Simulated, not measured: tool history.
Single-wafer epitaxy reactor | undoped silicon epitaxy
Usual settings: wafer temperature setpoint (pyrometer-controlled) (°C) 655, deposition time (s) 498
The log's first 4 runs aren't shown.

run	hour	wafer temperature setpoint (pyrometer-controlled) (°C)	deposition time (s)	read-back reference wafer on the same gauge, thickness_nm	mean film thickness on the monitor wafer (nm)
5	95.9	655	498	113.649	97.839
6	110.9	655	498	113.502	97.323
7	138	655	498	113.437	97.801
8	165.9	655	498	113.47	97.194
9	200	661	498	113.445	110.316
10	214	661	498	113.449	110.326
11	226.2	661	498	113.395	109.996
12	244.8	655	576	113.482	112.192
13	261.2	655	576	113.503	112.509
14	274.9	655	498	113.403	97.263
15	372.5	655	498	113.539	96.55
16	429.3	655	498	113.431	96.483
17	441.7	655	498	113.52	96.392
# hour 454.2: gauge calibrated
18	460.6	655	498	113.416	96.144
19	478.5	655	498	113.532	96.116
20	500.2	655	498	113.485	96.57
21	531	651	531	113.544	94.455
22	558.6	655	498	113.396	96.056
23	588.7	647	498	113.511	81.132
24	605.4	642	596	113.578	86.817
25	617.8	655	498	113.539	95.606
26	636.2	648	575	113.514	95.112
27	668.1	649	452	113.555	76.067
28	692.1	655	498	113.438	95.325
# hour 787.1: pyrometer calibrated
29	790.2	649	551	113.531	96.41

Forecast run 30:
30	803.7	651	542	?	?

read-back reference wafer on the same gauge, thickness_nm: 113.521
mean film thickness on the monitor wafer (nm): 99.127
Without the tool's hidden state the same run would have given mean film thickness on the monitor wafer (nm) 99.134.
